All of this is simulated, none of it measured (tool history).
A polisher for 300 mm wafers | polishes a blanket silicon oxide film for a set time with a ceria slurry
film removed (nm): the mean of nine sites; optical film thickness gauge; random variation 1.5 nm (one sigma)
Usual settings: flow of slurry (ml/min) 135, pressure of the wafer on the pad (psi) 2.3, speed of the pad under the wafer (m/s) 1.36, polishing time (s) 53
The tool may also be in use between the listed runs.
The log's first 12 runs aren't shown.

run	hour	flow of slurry (ml/min)	pressure of the wafer on the pad (psi)	speed of the pad under the wafer (m/s)	polishing time (s)	wafers since the last listed run	wafers polished on this pad	hours since the slurry nozzle was cleaned	hours since the head pressure was calibrated	incoming thickness of the incoming film, nm	film removed (nm)
13	170.5	170	2.3	1.36	53	128	979	833.5	769.9	1310.8	249.6
14	180.1	170	2.3	1.36	53	81	1060	843.1	779.5	1308.9	249.4
# hour 192.8: head pressure recalibrated
15	195.6	135	2.3	1.36	53	114	1175	858.6	2.8	1299.2	237.1
# hour 200.0: worn pad replaced by a new one
16	206.1	135	3.0	1.36	44	55	51	869.1	13.3	1285.9	256.0
17	219.0	135	2.3	1.08	46	109	161	882.0	26.2	1275.9	161.0
18	227.9	135	2.3	1.36	53	75	237	890.9	35.1	1305.6	233.2
19	242.3	155	2.8	1.18	43	122	359	905.3	49.5	1300.4	208.6
20	248.6	135	2.3	1.36	53	53	413	911.6	55.8	1296.6	232.6
21	254.7	170	3.0	0.92	68	51	465	917.7	61.9	1279.2	277.9
22	268.7	170	3.0	0.92	68	119	584	931.7	75.9	1293.4	281.7
23	276.4	95	2.3	1.36	53	65	649	939.4	83.6	1304.2	207.9
24	285.0	135	2.3	1.36	53	73	723	948.0	92.2	1311.8	233.8
25	298.1	165	1.8	1.22	41	111	834	961.1	105.3	1297.7	132.0
# hour 305.9: slurry nozzle cleaned
26	342.3	135	2.3	1.36	53	367	1202	36.4	149.5	1294.6	218.1
27	359.2	105	2.3	1.36	53	143	1346	53.3	166.4	1291.8	200.8
# hour 365.2: worn pad replaced by a new one
28	372.4	165	2.3	1.60	53	78	60	66.5	179.6	1295.7	272.5

The next listed run, before its measurement:
29	389.5	135	2.3	1.36	53	145	206	83.6	196.7	1298.5	?

Run 29 gave film removed (nm) 219.1.
Without the tool's hidden state the same run would have given film removed (nm) 247.0.
